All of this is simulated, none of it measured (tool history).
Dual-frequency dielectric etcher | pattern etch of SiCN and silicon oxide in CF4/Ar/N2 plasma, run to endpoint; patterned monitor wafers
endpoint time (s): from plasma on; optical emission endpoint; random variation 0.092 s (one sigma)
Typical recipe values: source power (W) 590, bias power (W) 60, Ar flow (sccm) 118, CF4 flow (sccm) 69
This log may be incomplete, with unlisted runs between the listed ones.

run	hour	source power (W)	bias power (W)	Ar flow (sccm)	CF4 flow (sccm)	wafers since the last listed run	hours since the last wet clean	hours since the last source power generator calibration	hours since the last bias power generator calibration	hours since the last Ar flow controller change	hours since the last CF4 flow controller change	hours since the last upper electrode change	incoming incoming film thickness, nm	endpoint time (s)
1	0	630	60	124	69	0	502.2	405.9	3257.6	2731	373.8	2812.3	17.66	15.9
# hour 10.1: bias power generator calibrated
2	56.9	630	60	124	69	854	559.1	462.8	46.8	2787.9	430.7	2869.2	17.66	15.9
3	142.6	590	60	127	80	1384	644.8	548.5	132.5	2873.6	516.4	2954.9	17.55	16.4
# hour 183.8: wet clean of the chamber
4	219.5	520	60	118	69	854	35.7	625.4	209.4	2950.5	593.3	3031.8	17.67	18.5
5	269.5	590	60	118	69	807	85.7	675.4	259.4	3000.5	643.3	3081.8	17.59	16.7
6	362.3	470	54	118	61	1499	178.5	768.2	352.2	3093.3	736.1	3174.6	17.77	21.2
7	408.3	510	60	118	64	743	224.5	814.2	398.2	3139.3	782.1	3220.6	17.61	18.8
8	506.7	590	54	131	64	1590	322.9	912.6	496.6	3237.7	880.5	3319	17.63	17.7
# hour 566: upper electrode replaced
9	582	590	46	105	69	828	398.2	987.9	571.9	3313	955.8	16	17.73	18.2
10	666.6	650	47	118	69	1367	482.8	1072.5	656.5	3397.6	1040.4	100.6	17.46	16.8
11	748.8	730	74	118	53	1328	565	1154.7	738.7	3479.8	1122.6	182.8	17.67	13.4
12	837.3	450	65	118	53	1430	653.5	1243.2	827.2	3568.3	1211.1	271.3	17.44	20.6
13	900	470	60	118	81	1013	716.2	1305.9	889.9	3631	1273.8	334	17.62	19.8
# hour 940.2: Ar flow controller replaced
# hour 1005.3: wet clean of the chamber
14	1103.9	590	71	131	69	2809	98.6	1509.8	1093.8	163.7	1477.7	537.9	17.51	15.9
15	1148.6	450	60	118	58	722	143.3	1554.5	1138.5	208.4	1522.4	582.6	17.63	21.2
16	1252.6	710	60	118	69	1680	247.3	1658.5	1242.5	312.4	1626.4	686.6	17.68	14.5
17	1322.2	590	60	118	69	1124	316.9	1728.1	1312.1	382	1696	756.2	17.61	16.8
18	1375.4	590	60	118	63	859	370.1	1781.3	1365.3	435.2	1749.2	809.4	17.79	17
19	1464	470	60	129	69	1431	458.7	1869.9	1453.9	523.8	1837.8	898	17.83	20.6
20	1541.8	590	60	118	69	1257	536.5	1947.7	1531.7	601.6	1915.6	975.8	17.78	17.1
# hour 1643.8: wet clean of the chamber
21	1653	590	60	118	69	1409	9.2	2058.9	1642.9	712.8	2026.8	1087	17.51	16.7
22	1708.1	590	60	99	69	890	64.3	2114	1698	767.9	2081.9	1142.1	17.63	16.5
23	1797.8	590	60	118	69	1449	154	2203.7	1787.7	857.6	2171.6	1231.8	17.82	17.1
24	1898.8	680	60	130	78	1632	255	2304.7	1888.7	958.6	2272.6	1332.8	17.74	15.2
25	1979.2	590	60	106	69	1299	335.4	2385.1	1969.1	1039	2353	1413.2	17.63	16.7

3 ways to go on from here, each from the tool as it stands after run 25. What would each give?
A	1979.6	590	60	118	69	6	335.8	2385.5	1969.5	1039.4	2353.4	1413.6	17.76	?
B	1979.6	530	60	118	69	6	335.8	2385.5	1969.5	1039.4	2353.4	1413.6	17.76	?
C	1979.6	690	54	104	69	6	335.8	2385.5	1969.5	1039.4	2353.4	1413.6	17.76	?

run	endpoint time (s)
A	17.1
B	18.6
C	15.4
What these runs would have given with no unlogged condition in the tool:
run	endpoint time (s)
A	16.6
B	18.2
C	15
